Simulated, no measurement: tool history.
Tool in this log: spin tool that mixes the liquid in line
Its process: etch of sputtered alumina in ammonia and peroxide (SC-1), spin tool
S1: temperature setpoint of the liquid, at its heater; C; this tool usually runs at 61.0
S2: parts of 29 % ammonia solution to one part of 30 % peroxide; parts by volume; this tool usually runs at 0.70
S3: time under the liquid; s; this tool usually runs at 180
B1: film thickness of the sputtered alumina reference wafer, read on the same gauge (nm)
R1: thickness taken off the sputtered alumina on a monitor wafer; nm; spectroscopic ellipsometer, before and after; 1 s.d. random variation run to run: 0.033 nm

run 1 hour=0.0 | S1=61.0 S2=0.70 S3=180 | B1=80.00 | R1=8.56
run 2 hour=59.1 | S1=61.0 S2=0.70 S3=180 | B1=79.98 | R1=8.56
run 3 hour=117.2 | S1=61.0 S2=0.70 S3=230 | B1=80.00 | R1=10.95
run 4 hour=154.2 | S1=61.0 S2=0.85 S3=180 | B1=80.01 | R1=8.73
run 5 hour=196.6 | S1=61.0 S2=0.85 S3=180 | B1=80.00 | R1=8.66
run 6 hour=262.6 | S1=61.0 S2=0.85 S3=180 | B1=80.01 | R1=8.60
run 7 hour=325.9 | S1=61.0 S2=0.70 S3=145 | B1=80.01 | R1=6.85
-- hour=331.4 new drum of ammonia solution connected
-- hour=359.9 heated supply line repaired
run 8 hour=370.4 | S1=61.0 S2=0.70 S3=145 | B1=80.00 | R1=7.06
run 9 hour=432.2 | S1=61.0 S2=0.70 S3=180 | B1=80.02 | R1=8.80
-- hour=461.0 ammonia flow meter replaced
run 10 hour=461.5 | S1=61.0 S2=0.70 S3=180 | B1=80.00 | R1=8.71
run 11 hour=499.2 | S1=61.0 S2=0.70 S3=180 | B1=80.02 | R1=8.73
-- hour=529.6 thermometer replaced
run 12 hour=530.7 | S1=52.5 S2=0.70 S3=265 | B1=80.02 | R1=8.79
run 13 hour=559.6 | S1=61.0 S2=0.70 S3=180 | B1=80.00 | R1=9.36
run 14 hour=622.2 | S1=61.0 S2=0.95 S3=80 | B1=80.02 | R1=4.28
run 15 hour=677.0 | S1=61.0 S2=1.00 S3=180 | B1=80.03 | R1=9.55
run 16 hour=747.3 | S1=68.0 S2=0.90 S3=285 | B1=80.00 | R1=21.34
run 17 hour=797.9 | S1=61.0 S2=0.70 S3=180 | B1=80.02 | R1=9.24
run 18 hour=854.8 | S1=61.0 S2=0.85 S3=270 | B1=80.00 | R1=14.06
run 19 hour=879.2 | S1=67.5 S2=0.70 S3=180 | B1=79.99 | R1=12.69
-- hour=932.8 gauge calibrated
-- hour=985.3 ammonia flow meter replaced
run 20 hour=1028.7 | S1=61.0 S2=0.70 S3=180 | B1=80.01 | R1=9.12
run 21 hour=1086.5 | S1=55.5 S2=0.70 S3=180 | B1=80.00 | R1=6.79
-- hour=1144.8 new drum of ammonia solution connected
run 22 hour=1151.3 | S1=69.0 S2=0.60 S3=215 | B1=80.00 | R1=16.03
run 23 hour=1185.1 | S1=55.0 S2=0.60 S3=220 | B1=80.00 | R1=7.96
run 24 hour=1252.5 | S1=54.0 S2=0.85 S3=215 | B1=80.00 | R1=7.63
run 25 hour=1303.6 | S1=61.0 S2=0.70 S3=180 | B1=80.00 | R1=9.04

For each run, what was the tool's unlogged condition?
ammonia flow above the setpoint (%): 0 across all the runs
ammonia solution weaker than its label (%): 0 across all the runs
gauge reads high (%): 0 across all the runs
H1: liquid colder than its thermometer reads (K)
H2: temperature lost on the way to the wafer (K)
run=1 H1=1.37 H2=0.577
run=2 H1=1.41 H2=0.595
run=3 H1=1.44 H2=0.612
run=4 H1=1.47 H2=0.624
run=5 H1=1.49 H2=0.637
run=6 H1=1.53 H2=0.657
run=7 H1=1.57 H2=0.676
run=8 H1=1.6 H2=0.0166
run=9 H1=1.64 H2=0.0355
run=10 H1=1.66 H2=0.0445
run=11 H1=1.68 H2=0.056
run=12 H1=0.294 H2=0.0656
run=13 H1=0.312 H2=0.0745
run=14 H1=0.351 H2=0.0936
run=15 H1=0.386 H2=0.11
run=16 H1=0.43 H2=0.132
run=17 H1=0.461 H2=0.147
run=18 H1=0.497 H2=0.165
run=19 H1=0.512 H2=0.172
run=20 H1=0.606 H2=0.218
run=21 H1=0.642 H2=0.236
run=22 H1=0.682 H2=0.255
run=23 H1=0.704 H2=0.266
run=24 H1=0.746 H2=0.286
run=25 H1=0.778 H2=0.302

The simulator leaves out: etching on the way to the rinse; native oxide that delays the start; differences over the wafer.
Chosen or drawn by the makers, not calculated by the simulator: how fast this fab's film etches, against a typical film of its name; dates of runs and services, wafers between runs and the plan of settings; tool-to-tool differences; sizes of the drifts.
